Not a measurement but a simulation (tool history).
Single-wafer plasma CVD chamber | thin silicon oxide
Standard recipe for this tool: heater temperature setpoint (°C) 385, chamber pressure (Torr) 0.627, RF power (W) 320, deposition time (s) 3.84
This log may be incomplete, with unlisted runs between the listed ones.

run,hour,heater temperature setpoint (°C),chamber pressure (Torr),RF power (W),deposition time (s),wafers since the last listed run,hours since the last thermocouple change,hours since the last RF generator calibration,hours since the last manometer calibration,hours since the showerhead was replaced,hours since the gauge calibration,"read-back reference wafer on the same gauge, thickness_nm",mean film thickness on the monitor wafer (nm)
1,0.0,385,0.627,320,3.84,0,1550.5,821.9,1080.6,4843.9,221.8,6.651,5.697
2,31.5,385,0.627,320,3.84,935,1582.0,853.4,1112.1,4875.4,253.3,6.653,5.694
3,53.2,385,0.711,320,3.84,644,1603.7,875.1,1133.8,4897.1,275.0,6.646,6.465
4,84.1,385,0.711,320,3.84,917,1634.6,906.0,1164.7,4928.0,305.9,6.649,6.415
5,101.9,385,0.627,320,3.84,528,1652.4,923.8,1182.5,4945.8,323.7,6.645,5.730
6,114.3,385,0.627,320,3.84,368,1664.8,936.2,1194.9,4958.2,336.1,6.651,5.692
7,136.8,385,0.627,320,3.84,667,1687.3,958.7,1217.4,4980.7,358.6,6.653,5.714
8,166.3,385,0.627,320,3.84,875,1716.8,988.2,1246.9,5010.2,388.1,6.645,5.695
9,184.6,385,0.627,320,3.84,543,1735.1,1006.5,1265.2,5028.5,406.4,6.650,5.695
10,198.2,385,0.627,320,4.02,403,1748.7,1020.1,1278.8,5042.1,420.0,6.655,5.993
# hour 215.1: showerhead replaced
11,229.3,385,0.627,320,4.02,685,1779.8,1051.2,1309.9,14.2,451.1,6.649,5.958
12,260.0,385,0.627,300,3.84,911,1810.5,1081.9,1340.6,44.9,481.8,6.650,5.524
13,288.3,379,0.488,290,3.84,840,1838.8,1110.2,1368.9,73.2,510.1,6.658,4.198
# hour 305.3: gauge calibrated
14,306.0,385,0.627,320,3.84,525,1856.5,1127.9,1386.6,90.9,0.7,6.652,5.700
# hour 317.9: RF generator calibrated
# hour 324.8: thermocouple changed; heater temperature recalibrated
15,328.4,396,0.710,350,3.31,221,3.6,10.5,1409.0,113.3,23.1,6.650,5.777
16,354.0,385,0.627,275,3.84,759,29.2,36.1,1434.6,138.9,48.7,6.654,5.258
17,373.8,375,0.627,335,4.09,587,49.0,55.9,1454.4,158.7,68.5,6.661,6.250
18,392.5,385,0.627,285,4.44,555,67.7,74.6,1473.1,177.4,87.2,6.643,6.214
# hour 415.7: capacitance manometer re-zeroed and calibrated
19,416.2,396,0.627,320,3.39,466,91.4,98.3,0.5,201.1,110.9,6.648,5.006
20,447.7,396,0.581,365,3.32,935,122.9,129.8,32.0,232.6,142.4,6.646,4.845
21,482.6,373,0.627,320,3.39,1035,157.8,164.7,66.9,267.5,177.3,6.650,5.083
22,508.2,385,0.627,320,3.84,759,183.4,190.3,92.5,293.1,202.9,6.653,5.693
23,531.2,398,0.688,320,3.42,682,206.4,213.3,115.5,316.1,225.9,6.653,5.535
24,604.8,385,0.627,320,3.84,2184,280.0,286.9,189.1,389.7,299.5,6.641,5.710

Run 25, settings as shown, results not yet in. Your forecast:
25,630.3,385,0.627,320,3.26,756,305.5,312.4,214.6,415.2,325.0,?,?

read-back reference wafer on the same gauge, thickness_nm: 6.648
mean film thickness on the monitor wafer (nm): 4.839
If the tool had no hidden condition, the same run with the same run-to-run variation would have returned mean film thickness on the monitor wafer (nm) 4.839.
